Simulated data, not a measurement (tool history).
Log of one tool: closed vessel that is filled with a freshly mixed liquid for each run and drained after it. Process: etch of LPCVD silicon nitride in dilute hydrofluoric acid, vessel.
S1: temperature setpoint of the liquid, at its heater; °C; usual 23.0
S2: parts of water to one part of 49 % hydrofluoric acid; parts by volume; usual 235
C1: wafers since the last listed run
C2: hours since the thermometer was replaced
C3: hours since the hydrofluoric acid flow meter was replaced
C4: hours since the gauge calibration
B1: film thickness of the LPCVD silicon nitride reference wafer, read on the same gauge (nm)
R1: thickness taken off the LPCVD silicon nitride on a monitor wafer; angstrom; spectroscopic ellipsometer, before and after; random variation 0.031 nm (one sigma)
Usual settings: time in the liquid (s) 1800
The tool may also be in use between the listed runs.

Run 1, hour 0.0: usual settings but time in the liquid (s) 1520; C1 0; C2 1338.0; C3 1823.8; C4 551.2; B1 129.981. Result: R1 31.43 angstrom.
Run 2, hour 57.9: usual settings; C1 2954; C2 1395.9; C3 1881.7; C4 609.1; B1 129.965. Result: R1 37.78 angstrom.
Run 3, hour 71.6: usual settings; C1 699; C2 1409.6; C3 1895.4; C4 622.8; B1 129.982. Result: R1 37.82 angstrom.
Run 4, hour 103.6: usual settings; C1 1633; C2 1441.6; C3 1927.4; C4 654.8; B1 129.996. Result: R1 37.72 angstrom.
Run 5, hour 125.1: usual settings; C1 1097; C2 1463.1; C3 1948.9; C4 676.3; B1 130.003. Result: R1 38.49 angstrom.
Run 6, hour 153.1: usual settings; C1 1429; C2 1491.1; C3 1976.9; C4 704.3; B1 130.018. Result: R1 38.32 angstrom.
Run 7, hour 169.1: usual settings; C1 816; C2 1507.1; C3 1992.9; C4 720.3; B1 130.017. Result: R1 37.99 angstrom.
Run 8, hour 188.8: usual settings; C1 1005; C2 1526.8; C3 2012.6; C4 740.0; B1 130.019. Result: R1 38.60 angstrom.
At hour 206.6: hydrofluoric acid flow meter replaced.
At hour 209.4: thermometer replaced.
Run 9, hour 218.1: usual settings; C1 1393; C2 8.7; C3 11.5; C4 769.3; B1 130.011. Result: R1 32.83 angstrom.
Run 10, hour 235.0: usual settings; C1 862; C2 25.6; C3 28.4; C4 786.2; B1 130.001. Result: R1 33.46 angstrom.
Run 11, hour 259.1: usual settings; C1 1229; C2 49.7; C3 52.5; C4 810.3; B1 130.014. Result: R1 33.11 angstrom.
Run 12, hour 273.6: usual settings; C1 740; C2 64.2; C3 67.0; C4 824.8; B1 130.013. Result: R1 33.39 angstrom.
Run 13, hour 301.2: usual settings; C1 1408; C2 91.8; C3 94.6; C4 852.4; B1 130.001. Result: R1 32.93 angstrom.
Run 14, hour 319.2: usual settings; C1 918; C2 109.8; C3 112.6; C4 870.4; B1 130.014. Result: R1 33.84 angstrom.
Run 15, hour 353.5: usual settings but S1 21.0 °C; C1 1750; C2 144.1; C3 146.9; C4 904.7; B1 129.953. Result: R1 29.90 angstrom.
Run 16, hour 370.3: usual settings; C1 857; C2 160.9; C3 163.7; C4 921.5; B1 130.017. Result: R1 33.92 angstrom.
Run 17, hour 401.6: usual settings but time in the liquid (s) 2540; C1 1597; C2 192.2; C3 195.0; C4 952.8; B1 130.009. Result: R1 47.69 angstrom.
Run 18, hour 430.2: usual settings; C1 1459; C2 220.8; C3 223.6; C4 981.4; B1 130.012. Result: R1 33.23 angstrom.
Run 19, hour 444.7: usual settings but S1 24.5 °C, S2 325 parts by volume, time in the liquid (s) 2535; C1 740; C2 235.3; C3 238.1; C4 995.9; B1 130.011. Result: R1 38.49 angstrom.
Run 20, hour 465.0: usual settings but S1 18.0 °C, time in the liquid (s) 2700; C1 1036; C2 255.6; C3 258.4; C4 1016.2; B1 130.017. Result: R1 37.24 angstrom.
At hour 471.8: gauge calibrated.
Run 21, hour 564.8: usual settings but time in the liquid (s) 810; C1 5093; C2 355.4; C3 358.2; C4 93.0; B1 129.998. Result: R1 15.49 angstrom.
Run 22, hour 589.5: usual settings but S1 28.0 °C, S2 330 parts by volume, time in the liquid (s) 2185; C1 1260; C2 380.1; C3 382.9; C4 117.7; B1 130.021. Result: R1 40.34 angstrom.
Run 23, hour 618.3: usual settings but S1 28.0 °C, S2 125 parts by volume; C1 1469; C2 408.9; C3 411.7; C4 146.5; B1 129.968. Result: R1 87.83 angstrom.
Run 24, hour 631.8: usual settings but S1 25.5 °C, time in the liquid (s) 1410; C1 688; C2 422.4; C3 425.2; C4 160.0; B1 129.972. Result: R1 30.91 angstrom.
Run 25, hour 661.9: usual settings but time in the liquid (s) 2610; C1 1536; C2 452.5; C3 455.3; C4 190.1; B1 129.958. Result: R1 49.87 angstrom.
Run 26, hour 689.0: usual settings; C1 1383; C2 479.6; C3 482.4; C4 217.2; B1 130.014. Result: R1 34.68 angstrom.
Run 27, hour 710.0: usual settings; C1 1071; C2 500.6; C3 503.4; C4 238.2; B1 130.018. Result: R1 34.36 angstrom.
Run 28, hour 737.9: usual settings but S1 24.5 °C, time in the liquid (s) 890; C1 1423; C2 528.5; C3 531.3; C4 266.1; B1 129.991. Result: R1 18.75 angstrom.
Run 29, hour 753.5: usual settings but S1 27.5 °C, S2 355 parts by volume, time in the liquid (s) 1225; C1 796; C2 544.1; C3 546.9; C4 281.7; B1 129.953. Result: R1 20.53 angstrom.
Run 30, hour 768.8: usual settings; C1 780; C2 559.4; C3 562.2; C4 297.0; B1 129.989. Result: R1 34.84 angstrom.
Run 31, hour 790.4: usual settings but S2 270 parts by volume, time in the liquid (s) 2870; C1 1102; C2 581.0; C3 583.8; C4 318.6; B1 129.988. Result: R1 48.71 angstrom.
Run 32, hour 819.6: usual settings; C1 1490; C2 610.2; C3 613.0; C4 347.8; B1 130.005. Result: R1 35.40 angstrom.

Hidden state or all else? Some run-to-run changes of R1, split into what the settings, what came in and random variation would give without the hidden state, and what is left for the hidden state (with any gauge scatter that isn't in both results):
The hidden state here: liquid hotter than its thermometer reads (K); hydrofluoric acid flow below the setpoint (%); gauge reads high (%).
Run 8 -> 9: hydrofluoric acid flow meter replaced, thermometer replaced. R1 -5.77 angstrom: hidden state -4.95, all else -0.82.
Run 21 -> 22: S1 23.0 -> 28.0, S2 235 -> 330, time in the liquid (s) 810 -> 2185. R1 +24.85 angstrom: hidden state +0.81, all else +24.04.
Run 22 -> 23: S2 330 -> 125, time in the liquid (s) 2185 -> 1800. R1 +47.49 angstrom: hidden state +2.02, all else +45.47.
Run 23 -> 24: S1 28.0 -> 25.5, S2 125 -> 235, time in the liquid (s) 1800 -> 1410. R1 -56.92 angstrom: hidden state -2.16, all else -54.76.
